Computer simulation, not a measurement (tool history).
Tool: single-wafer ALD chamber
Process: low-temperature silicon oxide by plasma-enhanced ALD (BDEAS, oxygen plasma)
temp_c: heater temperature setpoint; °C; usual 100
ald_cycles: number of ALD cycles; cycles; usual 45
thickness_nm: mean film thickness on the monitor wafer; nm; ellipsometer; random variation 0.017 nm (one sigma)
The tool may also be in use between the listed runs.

| run | hour | temp_c | ald_cycles | wafers since the last listed run | hours since the last thermocouple change | hours since the gauge calibration | read-back reference wafer on the same gauge, thickness_nm | thickness_nm |
|---|---|---|---|---|---|---|---|---|
| 1 | 0 | 100 | 45 | 0 | 1495.8 | 1361.4 | 5.694 | 6.563 |
|  | 59.3 | thermocouple changed; heater temperature recalibrated |
| 2 | 67.6 | 100 | 45 | 293 | 8.3 | 1429 | 5.689 | 6.691 |
| 3 | 113 | 100 | 45 | 223 | 53.7 | 1474.4 | 5.691 | 6.683 |
| 4 | 150.3 | 92 | 49 | 183 | 91 | 1511.7 | 5.695 | 7.499 |
| 5 | 249.7 | 90 | 43 | 489 | 190.4 | 1611.1 | 5.689 | 6.604 |
| 6 | 340.2 | 90 | 43 | 445 | 280.9 | 1701.6 | 5.687 | 6.646 |
| 7 | 389.7 | 107 | 41 | 243 | 330.4 | 1751.1 | 5.691 | 5.971 |
| 8 | 453.1 | 89 | 45 | 311 | 393.8 | 1814.5 | 5.69 | 6.96 |
| 9 | 560.7 | 89 | 45 | 529 | 501.4 | 1922.1 | 5.691 | 6.965 |
| 10 | 612.8 | 92 | 45 | 256 | 553.5 | 1974.2 | 5.691 | 6.852 |
| 11 | 688.6 | 100 | 45 | 372 | 629.3 | 2050 | 5.693 | 6.645 |
| 12 | 732.6 | 100 | 45 | 216 | 673.3 | 2094 | 5.689 | 6.644 |
|  | 736.1 | gauge calibrated |
| 13 | 819.4 | 90 | 42 | 427 | 760.1 | 83.3 | 5.688 | 6.464 |
| 14 | 901.4 | 90 | 42 | 403 | 842.1 | 165.3 | 5.688 | 6.435 |
| 15 | 967.3 | 100 | 45 | 324 | 908 | 231.2 | 5.692 | 6.654 |
| 16 | 1014.7 | 96 | 42 | 233 | 955.4 | 278.6 | 5.691 | 6.292 |
| 17 | 1073.9 | 100 | 45 | 291 | 1014.6 | 337.8 | 5.689 | 6.617 |
| 18 | 1136.4 | 100 | 45 | 307 | 1077.1 | 400.3 | 5.691 | 6.61 |
| 19 | 1233.6 | 100 | 45 | 478 | 1174.3 | 497.5 | 5.689 | 6.602 |
| 20 | 1313.4 | 93 | 52 | 392 | 1254.1 | 577.3 | 5.687 | 7.838 |
| 21 | 1384.6 | 95 | 37 | 350 | 1325.3 | 648.5 | 5.687 | 5.531 |
|  | 1413.4 | thermocouple changed; heater temperature recalibrated |
| 22 | 1429.5 | 89 | 50 | 181 | 16.1 | 693.4 | 5.692 | 7.731 |
| 23 | 1525.8 | 89 | 39 | 473 | 112.4 | 789.7 | 5.688 | 6.034 |
| 24 | 1590.2 | 87 | 45 | 316 | 176.8 | 854.1 | 5.689 | 7.006 |
| 25 | 1894.4 | 100 | 45 | 1496 | 481 | 1158.3 | 5.69 | 6.614 |
| 26 | 1959.2 | 100 | 53 | 318 | 545.8 | 1223.1 | 5.69 | 7.769 |
| 27 | 2065.8 | 107 | 48 | 524 | 652.4 | 1329.7 | 5.69 | 6.989 |
| 28 | 2114.4 | 100 | 45 | 239 | 701 | 1378.3 | 5.688 | 6.614 |

Hidden state at the last listed run before each entry between runs and at the first one after, where it differs:
Between runs 1 and 2: thermocouple changed; heater temperature recalibrated (hour 59.3)
  wafer temperature above the value expected at the setpoint (K): 5.48 -> -1.12
  measured less the result without the state, thickness_nm: -0.075 -> +0.031 nm
Between runs 12 and 13: gauge calibrated (hour 736.1)
  wafer temperature above the value expected at the setpoint (K): -0.0496 -> 0.245
  measured less the result without the state, thickness_nm: +0.001 -> -0.006 nm
Between runs 21 and 22: thermocouple changed; heater temperature recalibrated (hour 1413.4)
  wafer temperature above the value expected at the setpoint (K): 3.03 -> 0.0822
  measured less the result without the state, thickness_nm: -0.069 -> -0.002 nm
